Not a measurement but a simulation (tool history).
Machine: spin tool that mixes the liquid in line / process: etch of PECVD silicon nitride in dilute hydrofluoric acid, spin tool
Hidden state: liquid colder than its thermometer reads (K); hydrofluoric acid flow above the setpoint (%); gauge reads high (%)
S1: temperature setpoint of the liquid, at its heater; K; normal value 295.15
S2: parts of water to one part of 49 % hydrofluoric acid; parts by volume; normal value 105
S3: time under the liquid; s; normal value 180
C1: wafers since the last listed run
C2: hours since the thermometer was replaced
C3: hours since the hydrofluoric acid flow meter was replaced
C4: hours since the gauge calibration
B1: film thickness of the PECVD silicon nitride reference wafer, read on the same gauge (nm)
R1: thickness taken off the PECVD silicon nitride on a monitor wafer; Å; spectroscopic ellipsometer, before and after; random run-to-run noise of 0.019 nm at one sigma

run     day      S1   S2   S3   C1      C2      C3     C4      B1     R1
  1       0  295.15  105  180    0  2510.4  1370.3   81.4  80.023   40.9
  2   0.696  295.15  105  180  107  2527.1    1387   98.1  80.009   40.9
  3     1.1  295.15  105  180   62  2536.8  1396.7  107.8  79.983  41.21
  4   1.533  295.15  105  105   66  2547.2  1407.1  118.2  80.011  24.18
  5   1.967  295.15  105  105   66  2557.6  1417.5  128.6  80.011  23.97
  6   2.579  295.15  105  180   94  2572.3  1432.2  143.3  80.005  41.18
  7   2.958  295.15  105  180   58  2581.4  1441.3  152.4  80.017  41.41
  8   3.212  295.15  105  180   39  2587.5  1447.4  158.5  80.014  40.71
  9   3.621  295.15  105  100   62  2597.3  1457.2  168.3  79.995     23
 10   4.108  295.15  105  180   75    2609  1468.9    180  80.012  41.32
 11   5.408  295.15  105  180  200  2640.2  1500.1  211.2  79.997   41.4
 12   5.712  295.15  105  180   46  2647.5  1507.4  218.5  79.976  41.89
 13   6.138  292.15  120  145   65  2657.7  1517.6  228.7  79.994  23.98
 14   8.296  298.15  150  180  332  2709.5  1569.4  280.5  80.013  35.56
 15   8.571  295.15   55  180   42  2716.1    1576  287.1  80.006  78.78
        8.7  -- gauge calibrated
 16   9.054  297.15  125  270   74  2727.7  1587.6    8.5  80.026  59.69
      9.354  -- thermometer replaced
 17   9.546  295.15  105  180   69     4.6  1599.4   20.3  79.997   41.7
      9.612  -- hydrofluoric acid flow meter replaced
 18  10.179  297.65   75  110   91    19.8    13.6   35.5  80.009  37.71
 19  10.496  291.15  140  255   48    27.4    21.2   43.1  79.991   30.6
 20  11.096  295.15  155  180   92    41.8    35.6   57.5  80.006  25.54
 21  12.088  292.65  145   75  152    65.6    59.4   81.3  79.991   9.67
 22  12.767  295.15  105  125  104    81.9    75.7   97.6  80.011  26.09

Hidden state at the last listed run before each entry between runs and at the first one after, where it differs:
From run 15 to run 16: gauge calibrated (day 8.7)
  hydrofluoric acid flow above the setpoint (%): 12.7 -> 12.8
  measured minus no-state result, R1: +8.7 -> +6.71 Å
From run 16 to run 17: thermometer replaced (day 9.354)
  hydrofluoric acid flow above the setpoint (%): 12.8 -> 12.9
  measured minus no-state result, R1: +6.71 -> +4.69 Å
From run 17 to run 18: hydrofluoric acid flow meter replaced (day 9.612)
  hydrofluoric acid flow above the setpoint (%): 12.9 -> 1.52
  measured minus no-state result, R1: +4.69 -> +0.56 Å

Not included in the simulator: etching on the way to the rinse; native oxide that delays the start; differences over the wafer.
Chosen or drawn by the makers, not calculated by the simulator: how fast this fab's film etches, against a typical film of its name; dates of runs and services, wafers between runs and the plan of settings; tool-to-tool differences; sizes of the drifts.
